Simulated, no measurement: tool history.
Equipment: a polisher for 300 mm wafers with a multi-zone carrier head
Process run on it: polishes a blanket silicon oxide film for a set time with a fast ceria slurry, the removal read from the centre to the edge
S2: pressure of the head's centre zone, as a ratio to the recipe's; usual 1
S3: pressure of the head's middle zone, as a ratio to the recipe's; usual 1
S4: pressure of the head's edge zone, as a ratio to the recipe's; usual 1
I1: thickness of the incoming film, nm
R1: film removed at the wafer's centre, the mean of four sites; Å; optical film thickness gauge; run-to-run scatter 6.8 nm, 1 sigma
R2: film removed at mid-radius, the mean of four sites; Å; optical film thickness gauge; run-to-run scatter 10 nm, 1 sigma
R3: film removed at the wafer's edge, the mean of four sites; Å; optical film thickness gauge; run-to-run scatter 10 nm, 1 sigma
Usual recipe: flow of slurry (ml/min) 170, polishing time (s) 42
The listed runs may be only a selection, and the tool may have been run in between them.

run 1 hour=0 | flow_of_slurry_(ml/min)=170 S2=1 S3=1 S4=1 polishing_time_(s)=42 | I1=2150.8 | R1=8738 R2=9055 R3=8916
run 2 hour=142.9 | flow_of_slurry_(ml/min)=170 S2=1 S3=1 S4=1 polishing_time_(s)=42 | I1=2188.6 | R1=8406 R2=8739 R3=8501
run 3 hour=206.3 | flow_of_slurry_(ml/min)=170 S2=1 S3=1 S4=1 polishing_time_(s)=42 | I1=2203.8 | R1=8134 R2=8456 R3=8379
-- hour=225.5 worn pad replaced by a new one
run 4 hour=291.8 | flow_of_slurry_(ml/min)=170 S2=1 S3=1 S4=1 polishing_time_(s)=42 | I1=2157 | R1=8657 R2=8823 R3=8954
-- hour=332.9 slurry nozzle cleaned
-- hour=335.1 centre zone pressure recalibrated
run 5 hour=361.3 | flow_of_slurry_(ml/min)=170 S2=1 S3=1 S4=1 polishing_time_(s)=42 | I1=2182.1 | R1=8977 R2=9229 R3=9052
run 6 hour=442.9 | flow_of_slurry_(ml/min)=170 S2=1 S3=1 S4=1 polishing_time_(s)=42 | I1=2170 | R1=8658 R2=8858 R3=8565
run 7 hour=527.9 | flow_of_slurry_(ml/min)=170 S2=1 S3=1 S4=1 polishing_time_(s)=42 | I1=2149.7 | R1=8409 R2=8839 R3=8481
-- hour=555.2 edge zone pressure recalibrated
-- hour=562.1 carrier head's membrane replaced by a new one
-- hour=570.3 worn pad replaced by a new one
run 8 hour=571.5 | flow_of_slurry_(ml/min)=170 S2=1 S3=1 S4=1 polishing_time_(s)=42 | I1=2167.9 | R1=8752 R2=9033 R3=8734
run 9 hour=632.8 | flow_of_slurry_(ml/min)=170 S2=1 S3=1 S4=1 polishing_time_(s)=42 | I1=2144.8 | R1=8589 R2=8836 R3=8818
-- hour=695.1 centre zone pressure recalibrated
run 10 hour=714.5 | flow_of_slurry_(ml/min)=170 S2=0.95 S3=1 S4=0.94 polishing_time_(s)=42 | I1=2136.9 | R1=8092 R2=8982 R3=8475
run 11 hour=759.3 | flow_of_slurry_(ml/min)=205 S2=1 S3=1 S4=0.95 polishing_time_(s)=42 | I1=2150.1 | R1=8989 R2=9350 R3=8806
-- hour=787.3 slurry nozzle cleaned
run 12 hour=801.5 | flow_of_slurry_(ml/min)=170 S2=1.07 S3=1 S4=1 polishing_time_(s)=42 | I1=2183.6 | R1=9410 R2=9167 R3=8793
run 13 hour=883.7 | flow_of_slurry_(ml/min)=170 S2=1 S3=1 S4=1 polishing_time_(s)=42 | I1=2162.6 | R1=8552 R2=8613 R3=8459

Forecast run 14:
-- hour=921.2 worn pad replaced by a new one
run 14 hour=932.4 | flow_of_slurry_(ml/min)=220 S2=0.89 S3=1 S4=0.95 polishing_time_(s)=42 | I1=2132.4 | R1=? R2=? R3=?

{"run 14": {"R1": 8252, "R2": 9559, "R3": 9066}}
Were there no unlogged condition in the tool, this run, its random variation unchanged, would have produced R1 8461 Å, R2 9776 Å, R3 9220 Å.
